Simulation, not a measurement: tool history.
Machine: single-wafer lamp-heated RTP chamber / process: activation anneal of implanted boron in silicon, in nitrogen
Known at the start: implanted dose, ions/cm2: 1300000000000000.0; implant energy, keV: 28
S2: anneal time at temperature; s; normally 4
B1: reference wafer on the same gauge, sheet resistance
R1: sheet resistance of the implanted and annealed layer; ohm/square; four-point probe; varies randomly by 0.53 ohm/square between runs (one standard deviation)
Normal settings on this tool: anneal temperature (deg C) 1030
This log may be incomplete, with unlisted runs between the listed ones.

run 1 hour=0 | anneal_temperature_(deg_C)=1044 S2=4 | B1=94.07 | R1=96.58
-- hour=35.9 pyrometer window cleaned and pyrometer calibrated
run 2 hour=47.3 | anneal_temperature_(deg_C)=1044 S2=4 | B1=94.22 | R1=96.23
-- hour=116.4 reflector plate cleaned
run 3 hour=116.9 | anneal_temperature_(deg_C)=1030 S2=6 | B1=94.21 | R1=97.65
run 4 hour=165.4 | anneal_temperature_(deg_C)=1030 S2=6 | B1=94.27 | R1=97.46
run 5 hour=248.2 | anneal_temperature_(deg_C)=1030 S2=5 | B1=94.18 | R1=96.89
run 6 hour=298.7 | anneal_temperature_(deg_C)=1030 S2=5 | B1=94.22 | R1=98.04
run 7 hour=330.9 | anneal_temperature_(deg_C)=1030 S2=5 | B1=94.24 | R1=97.56
-- hour=378.3 pyrometer window cleaned and pyrometer calibrated
run 8 hour=391.8 | anneal_temperature_(deg_C)=1030 S2=3 | B1=94.27 | R1=99.01
-- hour=444 reflector plate cleaned
run 9 hour=450.9 | anneal_temperature_(deg_C)=1030 S2=3 | B1=94.15 | R1=98.6
run 10 hour=508.6 | anneal_temperature_(deg_C)=1016 S2=3 | B1=94.06 | R1=101.13
run 11 hour=568.2 | anneal_temperature_(deg_C)=1016 S2=3 | B1=94.23 | R1=100.64
run 12 hour=625.2 | anneal_temperature_(deg_C)=1016 S2=3 | B1=94.23 | R1=100.96
run 13 hour=681 | anneal_temperature_(deg_C)=1008 S2=4 | B1=94.17 | R1=102.13
-- hour=713.2 pyrometer window cleaned and pyrometer calibrated
-- hour=761.5 reflector plate cleaned
-- hour=775.1 gauge calibrated
run 14 hour=799.8 | anneal_temperature_(deg_C)=1042 S2=4 | B1=94.15 | R1=96.66
run 15 hour=833.9 | anneal_temperature_(deg_C)=1042 S2=4 | B1=94.12 | R1=96.7
run 16 hour=879.2 | anneal_temperature_(deg_C)=1030 S2=4 | B1=94.3 | R1=98.08
run 17 hour=946.7 | anneal_temperature_(deg_C)=1030 S2=4 | B1=94.23 | R1=98.08
run 18 hour=997.7 | anneal_temperature_(deg_C)=1030 S2=4 | B1=94.21 | R1=98.21
run 19 hour=1037.4 | anneal_temperature_(deg_C)=1030 S2=5 | B1=94.12 | R1=98.73
run 20 hour=1078.9 | anneal_temperature_(deg_C)=1030 S2=4 | B1=94.31 | R1=98.15
-- hour=1110.8 reflector plate cleaned
-- hour=1129.6 pyrometer window cleaned and pyrometer calibrated
run 21 hour=1132 | anneal_temperature_(deg_C)=1021 S2=5 | B1=94.19 | R1=99.12
run 22 hour=1195.2 | anneal_temperature_(deg_C)=1012 S2=4 | B1=94.3 | R1=101.47
run 23 hour=1257.2 | anneal_temperature_(deg_C)=1007 S2=4 | B1=94.28 | R1=102.52
run 24 hour=1306.4 | anneal_temperature_(deg_C)=1030 S2=4 | B1=94.14 | R1=97.93
run 25 hour=1367.3 | anneal_temperature_(deg_C)=1010 S2=6 | B1=94.14 | R1=102.16
-- hour=1444.3 reflector plate cleaned
run 26 hour=1444.8 | anneal_temperature_(deg_C)=1030 S2=4 | B1=94.16 | R1=98.06
run 27 hour=1479.4 | anneal_temperature_(deg_C)=1030 S2=4 | B1=94.29 | R1=98.39
-- hour=1497.2 pyrometer window cleaned and pyrometer calibrated
run 28 hour=1524.2 | anneal_temperature_(deg_C)=1049 S2=5 | B1=94.31 | R1=96.63
run 29 hour=1584.6 | anneal_temperature_(deg_C)=1056 S2=4 | B1=94.26 | R1=95.17
run 30 hour=1634.4 | anneal_temperature_(deg_C)=1043 S2=3 | B1=94.19 | R1=96.9
run 31 hour=1667.1 | anneal_temperature_(deg_C)=1047 S2=6 | B1=94.17 | R1=95.43
run 32 hour=1716.9 | anneal_temperature_(deg_C)=1042 S2=5 | B1=94.19 | R1=96.73
run 33 hour=1753.8 | anneal_temperature_(deg_C)=1038 S2=4 | B1=94.36 | R1=97.16
-- hour=1794.1 reflector plate cleaned
run 34 hour=1802.7 | anneal_temperature_(deg_C)=1030 S2=4 | B1=94.24 | R1=97.33
run 35 hour=1828.4 | anneal_temperature_(deg_C)=1003 S2=4 | B1=94.2 | R1=105.57
run 36 hour=1861.6 | anneal_temperature_(deg_C)=1054 S2=3 | B1=94.21 | R1=96.6

For each run, what was the tool's unlogged condition?
true wafer temperature minus pyrometer reading, K: 0 on each run
wafer temperature error from the tarnished reflector plate, K: 0 on each run
gauge reads high (%): 0 on each run
